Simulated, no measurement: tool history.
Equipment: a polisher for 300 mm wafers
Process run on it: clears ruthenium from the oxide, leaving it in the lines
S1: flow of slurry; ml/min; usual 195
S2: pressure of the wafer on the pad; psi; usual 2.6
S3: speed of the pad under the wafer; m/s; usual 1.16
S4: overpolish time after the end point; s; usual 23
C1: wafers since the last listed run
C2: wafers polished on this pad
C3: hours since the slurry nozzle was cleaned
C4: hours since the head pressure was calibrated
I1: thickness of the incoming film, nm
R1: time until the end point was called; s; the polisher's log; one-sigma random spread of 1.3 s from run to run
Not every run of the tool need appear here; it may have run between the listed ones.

| run | day | S1 | S2 | S3 | S4 | C1 | C2 | C3 | C4 | I1 | R1 |
|---|---|---|---|---|---|---|---|---|---|---|---|
| 1 | 0.000 | 250 | 2.6 | 1.16 | 23 | 0 | 400 | 23.0 | 239.2 | 143.9 | 105.4 |
| 2 | 0.754 | 250 | 2.6 | 1.16 | 23 | 164 | 564 | 41.1 | 257.3 | 147.2 | 109.9 |
| 3 | 2.075 | 250 | 2.6 | 1.16 | 23 | 287 | 852 | 72.8 | 289.0 | 147.0 | 111.0 |
|  | 2.675 | worn pad replaced by a new one |
| 4 | 3.546 | 195 | 2.6 | 1.16 | 23 | 284 | 190 | 108.1 | 324.3 | 144.6 | 112.2 |
| 5 | 4.571 | 195 | 2.6 | 1.16 | 23 | 223 | 413 | 132.7 | 348.9 | 146.3 | 115.5 |
| 6 | 5.338 | 195 | 2.8 | 1.36 | 23 | 167 | 580 | 151.1 | 367.3 | 143.7 | 87.5 |
| 7 | 5.883 | 195 | 2.8 | 1.36 | 23 | 118 | 699 | 164.2 | 380.4 | 145.8 | 92.2 |
|  | 6.933 | worn pad replaced by a new one |
| 8 | 6.954 | 195 | 2.8 | 1.36 | 23 | 197 | 4 | 189.9 | 406.1 | 146.4 | 91.1 |
| 9 | 8.354 | 195 | 2.0 | 1.16 | 23 | 305 | 309 | 223.5 | 439.7 | 143.8 | 147.2 |
| 10 | 9.292 | 195 | 2.6 | 1.16 | 23 | 204 | 514 | 246.0 | 462.2 | 142.5 | 112.9 |
|  | 10.312 | slurry nozzle cleaned |
| 11 | 10.475 | 195 | 1.7 | 1.16 | 23 | 248 | 763 | 3.9 | 490.6 | 145.1 | 175.8 |
|  | 10.879 | head pressure recalibrated |
|  | 11.383 | worn pad replaced by a new one |
| 12 | 11.550 | 195 | 2.6 | 0.98 | 23 | 179 | 36 | 29.7 | 16.1 | 146.7 | 118.1 |
| 13 | 12.412 | 160 | 3.0 | 1.42 | 23 | 188 | 224 | 50.4 | 36.8 | 144.2 | 71.5 |
| 14 | 15.000 | 225 | 2.2 | 1.50 | 27 | 564 | 788 | 112.5 | 98.9 | 145.5 | 93.5 |
|  | 15.358 | worn pad replaced by a new one |
| 15 | 18.708 | 195 | 2.6 | 1.16 | 16 | 772 | 730 | 201.5 | 187.9 | 145.8 | 108.0 |
|  | 19.529 | worn pad replaced by a new one |
| 16 | 20.025 | 195 | 3.2 | 0.92 | 14 | 250 | 108 | 233.1 | 219.5 | 145.6 | 108.1 |
| 17 | 20.817 | 195 | 2.8 | 1.36 | 23 | 172 | 280 | 252.1 | 238.5 | 144.8 | 87.1 |
| 18 | 21.758 | 145 | 2.6 | 1.40 | 12 | 205 | 485 | 274.7 | 261.1 | 146.1 | 95.0 |
|  | 21.821 | slurry nozzle cleaned |
| 19 | 22.392 | 195 | 2.6 | 1.16 | 14 | 128 | 614 | 13.7 | 276.3 | 145.7 | 108.2 |

Predict each of these 4 candidate next runs independently; none follows another, all start after run 19:
| A | 22.412 | 195 | 2.6 | 1.16 | 23 | 4 | 619 | 14.2 | 276.8 | 145.3 | ? |
| B | 22.412 | 170 | 2.6 | 1.32 | 37 | 4 | 619 | 14.2 | 276.8 | 145.3 | ? |
| C | 22.412 | 195 | 2.6 | 1.38 | 19 | 4 | 619 | 14.2 | 276.8 | 145.3 | ? |
| D | 22.412 | 145 | 1.8 | 1.02 | 15 | 4 | 619 | 14.2 | 276.8 | 145.3 | ? |

| run | R1 |
|---|---|
| A | 104.2 |
| B | 93.7 |
| C | 87.6 |
| D | 180.6 |
Without the tool's hidden state the same runs would have given:
| run | R1 |
|---|---|
| A | 95.2 |
| B | 85.6 |
| C | 80.1 |
| D | 165.0 |
